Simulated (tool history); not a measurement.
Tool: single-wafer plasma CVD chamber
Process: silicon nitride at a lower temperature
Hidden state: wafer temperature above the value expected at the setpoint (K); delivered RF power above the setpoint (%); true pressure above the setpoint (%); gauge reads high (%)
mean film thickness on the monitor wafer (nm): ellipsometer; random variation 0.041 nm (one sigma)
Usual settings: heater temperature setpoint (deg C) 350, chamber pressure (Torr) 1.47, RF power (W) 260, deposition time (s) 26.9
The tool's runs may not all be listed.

| run | hour | heater temperature setpoint (deg C) | chamber pressure (Torr) | RF power (W) | deposition time (s) | wafers since the last listed run | hours since the last thermocouple change | hours since the last RF generator calibration | hours since the last manometer calibration | hours since the showerhead was replaced | hours since the gauge calibration | read-back reference wafer on the same gauge, thickness_nm | mean film thickness on the monitor wafer (nm) |
|---|---|---|---|---|---|---|---|---|---|---|---|---|---|
| 1 | 0 | 350 | 1.47 | 260 | 26.9 | 0 | 1083.6 | 1220.9 | 1859.8 | 5067.1 | 98.6 | 25.891 | 27.602 |
| 2 | 56.3 | 350 | 1.47 | 260 | 26.9 | 2384 | 1139.9 | 1277.2 | 1916.1 | 5123.4 | 154.9 | 25.911 | 27.715 |
| 3 | 107.1 | 350 | 1.47 | 260 | 26.9 | 2151 | 1190.7 | 1328 | 1966.9 | 5174.2 | 205.7 | 25.897 | 27.742 |
| 4 | 150.8 | 339 | 1.47 | 260 | 26.9 | 1850 | 1234.4 | 1371.7 | 2010.6 | 5217.9 | 249.4 | 25.897 | 27.811 |
| 5 | 175.9 | 339 | 1.47 | 260 | 26.9 | 1062 | 1259.5 | 1396.8 | 2035.7 | 5243 | 274.5 | 25.91 | 27.709 |
|  | 187.6 | showerhead replaced |
| 6 | 233.6 | 350 | 1.47 | 275 | 26.9 | 2104 | 1317.2 | 1454.5 | 2093.4 | 46 | 332.2 | 25.897 | 29.108 |
|  | 269.3 | RF generator calibrated |
| 7 | 272.2 | 350 | 1.47 | 260 | 26.9 | 1295 | 1355.8 | 2.9 | 2132 | 84.6 | 370.8 | 25.893 | 28.189 |
| 8 | 333.4 | 356 | 1.47 | 285 | 32.2 | 2591 | 1417 | 64.1 | 2193.2 | 145.8 | 432 | 25.9 | 36.419 |
|  | 377.3 | capacitance manometer re-zeroed and calibrated |
| 9 | 387.8 | 354 | 1.47 | 295 | 26.9 | 1964 | 1471.4 | 118.5 | 10.5 | 200.2 | 486.4 | 25.901 | 30.603 |
| 10 | 428.9 | 350 | 1.32 | 260 | 26.9 | 1740 | 1512.5 | 159.6 | 51.6 | 241.3 | 527.5 | 25.898 | 26.753 |
| 11 | 461.3 | 350 | 1.47 | 260 | 26.9 | 1371 | 1544.9 | 192 | 84 | 273.7 | 559.9 | 25.902 | 27.558 |
|  | 475.7 | thermocouple changed; heater temperature recalibrated |
|  | 483.9 | gauge calibrated |
| 12 | 503.2 | 350 | 1.32 | 260 | 26.9 | 1435 | 27.5 | 233.9 | 125.9 | 315.6 | 19.3 | 25.902 | 26.673 |
| 13 | 539.2 | 340 | 1.81 | 260 | 26.9 | 1524 | 63.5 | 269.9 | 161.9 | 351.6 | 55.3 | 25.902 | 29.251 |
| 14 | 610.7 | 350 | 1.47 | 240 | 23.3 | 3027 | 135 | 341.4 | 233.4 | 423.1 | 126.8 | 25.887 | 22.179 |

Some steps in mean film thickness on the monitor wafer (nm) between neighbouring runs. How much of each would the tool show without its hidden state too (settings, what came in, random variation), and how much is left for the hidden state, with any gauge scatter that isn't in both results?
Run 7 -> 8: heater temperature setpoint (deg C) 350 -> 356, RF power (W) 260 -> 285, deposition time (s) 26.9 -> 32.2. mean film thickness on the monitor wafer (nm) +8.23: hidden state +0.167, all else +8.063.
Run 8 -> 9: heater temperature setpoint (deg C) 356 -> 354, RF power (W) 285 -> 295, deposition time (s) 32.2 -> 26.9, capacitance manometer re-zeroed and calibrated. mean film thickness on the monitor wafer (nm) -5.816: hidden state -0.793, all else -5.023.
